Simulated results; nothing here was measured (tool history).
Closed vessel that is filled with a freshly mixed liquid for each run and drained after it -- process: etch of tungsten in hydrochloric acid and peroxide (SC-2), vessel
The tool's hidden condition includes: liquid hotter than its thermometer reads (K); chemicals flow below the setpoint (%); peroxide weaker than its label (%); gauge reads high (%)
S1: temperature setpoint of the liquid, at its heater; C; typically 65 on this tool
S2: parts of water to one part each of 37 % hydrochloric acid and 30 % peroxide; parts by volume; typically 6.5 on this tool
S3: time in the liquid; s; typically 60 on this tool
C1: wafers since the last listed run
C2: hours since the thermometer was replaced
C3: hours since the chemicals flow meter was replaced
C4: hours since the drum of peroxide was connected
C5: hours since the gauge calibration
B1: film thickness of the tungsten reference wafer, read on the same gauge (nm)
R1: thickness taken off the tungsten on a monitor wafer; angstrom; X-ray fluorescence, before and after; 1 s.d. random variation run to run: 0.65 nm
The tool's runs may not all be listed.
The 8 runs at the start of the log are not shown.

run 9 hour=800 | S1=62 S2=6.5 S3=30 | C1=6036 C2=494.7 C3=187.9 C4=213.2 C5=3451.3 | B1=40 | R1=282.3
-- hour=863.7 gauge calibrated
run 10 hour=880.1 | S1=65 S2=6.5 S3=45 | C1=5825 C2=574.8 C3=268 C4=293.3 C5=16.4 | B1=40.01 | R1=495.7
run 11 hour=939.3 | S1=70 S2=6.5 S3=50 | C1=4305 C2=634 C3=327.2 C4=352.5 C5=75.6 | B1=40 | R1=757.1
run 12 hour=1039.5 | S1=61.5 S2=4.5 S3=75 | C1=7287 C2=734.2 C3=427.4 C4=452.7 C5=175.8 | B1=40 | R1=879.2
run 13 hour=1097.8 | S1=65 S2=5.5 S3=60 | C1=4240 C2=792.5 C3=485.7 C4=511 C5=234.1 | B1=40 | R1=760.4
run 14 hour=1176.3 | S1=65 S2=6.5 S3=60 | C1=5709 C2=871 C3=564.2 C4=589.5 C5=312.6 | B1=39.99 | R1=672.6
run 15 hour=1283.2 | S1=65 S2=6.5 S3=60 | C1=7774 C2=977.9 C3=671.1 C4=696.4 C5=419.5 | B1=40.01 | R1=664.1
run 16 hour=1364 | S1=65 S2=6.5 S3=60 | C1=5876 C2=1058.7 C3=751.9 C4=777.2 C5=500.3 | B1=40.03 | R1=656.8
run 17 hour=1454.6 | S1=69 S2=4 S3=60 | C1=6589 C2=1149.3 C3=842.5 C4=867.8 C5=590.9 | B1=40 | R1=1181.7
run 18 hour=1558.2 | S1=71 S2=6.5 S3=60 | C1=7534 C2=1252.9 C3=946.1 C4=971.4 C5=694.5 | B1=40 | R1=936.8
run 19 hour=1663.5 | S1=65 S2=5 S3=60 | C1=7658 C2=1358.2 C3=1051.4 C4=1076.7 C5=799.8 | B1=40.01 | R1=796.2
run 20 hour=1736.9 | S1=69.5 S2=5.5 S3=90 | C1=5338 C2=1431.6 C3=1124.8 C4=1150.1 C5=873.2 | B1=39.99 | R1=1441.6
-- hour=1834.8 new drum of peroxide connected
run 21 hour=1840.7 | S1=65 S2=6.5 S3=70 | C1=7476 C2=1535.4 C3=1228.6 C4=5.9 C5=977 | B1=39.99 | R1=760
run 22 hour=1947.2 | S1=65 S2=6.5 S3=60 | C1=7745 C2=1641.9 C3=1335.1 C4=112.4 C5=1083.5 | B1=39.99 | R1=643.7
run 23 hour=2033.7 | S1=65 S2=8.5 S3=30 | C1=6291 C2=1728.4 C3=1421.6 C4=198.9 C5=1170 | B1=40 | R1=260
-- hour=2051.6 thermometer replaced
run 24 hour=2092.2 | S1=70.5 S2=4 S3=75 | C1=4182 C2=40.6 C3=1480.1 C4=257.4 C5=1228.5 | B1=40 | R1=1604
-- hour=2155 chemicals flow meter replaced
run 25 hour=2198.6 | S1=72 S2=4 S3=35 | C1=7665 C2=147 C3=43.6 C4=363.8 C5=1334.9 | B1=39.98 | R1=840.1
run 26 hour=2278.7 | S1=60.5 S2=6.5 S3=60 | C1=5825 C2=227.1 C3=123.7 C4=443.9 C5=1415 | B1=40.01 | R1=516.6
run 27 hour=2355 | S1=65 S2=6.5 S3=60 | C1=5549 C2=303.4 C3=200 C4=520.2 C5=1491.3 | B1=39.99 | R1=663.3
run 28 hour=2408.5 | S1=65 S2=6.5 S3=60 | C1=3891 C2=356.9 C3=253.5 C4=573.7 C5=1544.8 | B1=40.01 | R1=659.3
run 29 hour=2495.7 | S1=59 S2=9.5 S3=60 | C1=6342 C2=444.1 C3=340.7 C4=660.9 C5=1632 | B1=39.98 | R1=335.3

What will run 30 give?
run 30 hour=2566 | S1=61 S2=5 S3=70 | C1=5112 C2=514.4 C3=411 C4=731.2 C5=1702.3 | B1=? | R1=?

{"run 30": {"B1": 39.99, "R1": 746.6}}
Take away the tool's hidden state, keep the run-to-run variation as it was, and the same run would have given R1 767.7 angstrom.
